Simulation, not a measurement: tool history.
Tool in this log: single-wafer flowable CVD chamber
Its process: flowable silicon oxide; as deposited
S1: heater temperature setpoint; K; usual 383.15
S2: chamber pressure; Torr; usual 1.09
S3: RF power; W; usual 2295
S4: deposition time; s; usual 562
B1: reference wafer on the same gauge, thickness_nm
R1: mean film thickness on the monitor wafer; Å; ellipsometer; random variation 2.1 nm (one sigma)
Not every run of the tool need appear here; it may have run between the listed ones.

run   hour      S1    S2    S3   S4       B1       R1
  1    0.0  394.15  1.09  2295  562  407.139  2376.44
  2    9.0  383.15  1.09  2295  562  406.360  3324.37
  3   16.5  383.15  1.09  2475  562  407.321  3401.52
  4   23.4  383.15  1.09  2475  562  407.496  3440.96
  5   31.8  383.15  1.09  2295  562  407.027  3354.86
  6   45.1  383.15  1.09  2295  562  406.688  3359.10
  7   53.3  383.15  1.09  2295  562  407.070  3337.27
  8   63.4  383.15  1.00  2295  562  407.136  3075.71
  9   78.4  383.15  1.00  2295  562  407.217  3041.87
 10   96.9  373.15  1.09  2295  594  407.068  5464.79
 11  104.6  369.15  1.09  2675  562  406.786  5977.44
 12  121.3  383.15  1.09  2295  562  407.030  3662.72
 13  129.1  398.15  1.01  1930  648  407.652  2394.25
 14  141.1  383.15  1.09  2295  562  407.614  3596.91
 15  147.8  383.15  1.09  2295  562  407.180  3648.11
 16  169.9  383.15  0.95  2295  562  406.537  3147.25
 17  203.8  383.15  1.09  2295  562  407.197  3622.40
 18  218.3  383.15  1.09  2470  562  407.139  3660.88
 19  226.2  387.15  1.16  2465  596  407.133  3624.13
 20  236.5  394.15  1.09  2445  634  407.310  2883.44
 21  253.0  383.15  1.09  2295  562  407.580  3577.92
 22  270.2  383.15  1.09  2295  562  406.994  3585.73
 23  276.3  389.15  1.02  2445  513  407.494  2538.90
 24  287.9  398.15  1.23  2050  562  406.495  2496.19
 25  302.6  394.15  1.09  2295  562  407.506  2512.65
 26  317.4  393.15  1.09  2295  482  406.701  2218.49
 27  325.9  383.15  1.09  2295  531  406.280  3369.63
 28  342.0  383.15  0.95  2295  602  407.315  3311.76

The log once held 5 entries between its listed runs, left out of this copy. Where does each go, and what is different about the tool's unlogged condition between the listed run before it and the listed run after it?
In the gap between runs 9 and 10: capacitance manometer re-zeroed and calibrated (hour 96.4)
  true pressure above the setpoint (%): -7.95 -> 0.699
  the result without the hidden state subtracted from the measured one, R1: -278.75 -> +36.92 Å
In the gap between runs 15 and 16: RF generator calibrated (hour 158.5); thermocouple changed; heater temperature recalibrated (hour 169.4)
  true pressure above the setpoint (%): -0.0183 -> -0.311
  the result without the hidden state subtracted from the measured one, R1: -0.65 -> -10.42 Å
In the gap between runs 16 and 17: showerhead replaced (hour 197.5)
  true pressure above the setpoint (%): -0.311 -> -0.737
  the result without the hidden state subtracted from the measured one, R1: -10.42 -> -26.15 Å
In the gap between runs 18 and 19: gauge calibrated (hour 221.7)
  true pressure above the setpoint (%): -0.912 -> -1.01
  the result without the hidden state subtracted from the measured one, R1: -32.75 -> -35.77 Å
